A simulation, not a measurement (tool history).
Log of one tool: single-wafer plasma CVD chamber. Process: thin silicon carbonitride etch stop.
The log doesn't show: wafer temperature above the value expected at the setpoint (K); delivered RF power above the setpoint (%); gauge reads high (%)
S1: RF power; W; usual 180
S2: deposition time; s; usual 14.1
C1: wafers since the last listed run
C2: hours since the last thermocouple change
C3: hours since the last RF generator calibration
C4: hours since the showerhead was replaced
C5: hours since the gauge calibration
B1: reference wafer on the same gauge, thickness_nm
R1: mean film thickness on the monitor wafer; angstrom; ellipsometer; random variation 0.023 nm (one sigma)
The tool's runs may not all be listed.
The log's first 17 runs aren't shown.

run   hour   S1    S2    C1     C2     C3      C4     C5     B1     R1
 18  447.1  215  14.1   468   59.1  184.4  5372.4  241.7  8.263  87.11
 19  521.9  215  13.2  1556  133.9  259.2  5447.2  316.5  8.231  81.28
 20    539  215  15.3   355    151  276.3  5464.3  333.6  8.223  94.32
 21  567.1  180  14.1   584  179.1  304.4  5492.4  361.7  8.219  82.95
 22  597.9  180  13.3   641  209.9  335.2  5523.2  392.5  8.204  77.85
       606  -- showerhead replaced
 23  626.6  165  14.1   430  238.6  363.9    20.6  421.2  8.193  80.79
 24  650.7  150    15   501  262.7    388    44.7  445.3  8.191  83.81
 25  685.2  210  12.7   718  297.2  422.5    79.2  479.8  8.181  77.44
 26  700.3  150    13   314  312.3  437.6    94.3  494.9   8.17  72.21
     714.8  -- gauge calibrated
 27  718.9  180  14.1   387  330.9  456.2   112.9    4.1  8.348  84.25
 28  743.7  210  14.1   516  355.7    481   137.7   28.9  8.337  87.91
 29  759.7  170  14.8   332  371.7    497   153.7   44.9  8.331  87.01
 30  790.9  195  16.3   649  402.9  528.2   184.9   76.1  8.315  99.04
 31  808.2  155  14.1   360  420.2  545.5   202.2   93.4  8.316  80.46
 32  828.3  195  14.1   418  440.3  565.6   222.3  113.5  8.316  85.08
 33  840.7  200  14.1   258  452.7    578   234.7  125.9  8.308  86.08
 34  863.4  165    12   472  475.4  600.7   257.4  148.6  8.293  69.52
 35  876.1  190  12.9   264  488.1  613.4   270.1  161.3  8.292  77.54
 36  905.4  180  14.1   609  517.4  642.7   299.4  190.6  8.282  83.35

Forecast each of these 3 alternatives for the next run:
  A  905.8  180  11.3   8  517.8  643.1  299.8  191   ?   ?
  B  905.8  200  15.8   8  517.8  643.1  299.8  191   ?   ?
  C  905.8  170  15.7   8  517.8  643.1  299.8  191   ?   ?

run    B1     R1
  A  8.28  66.86
  B  8.28  96.13
  C  8.28  91.51
Without the tool's hidden state the same runs would have given:
run     R1
  A  67.24
  B  96.67
  C  92.03
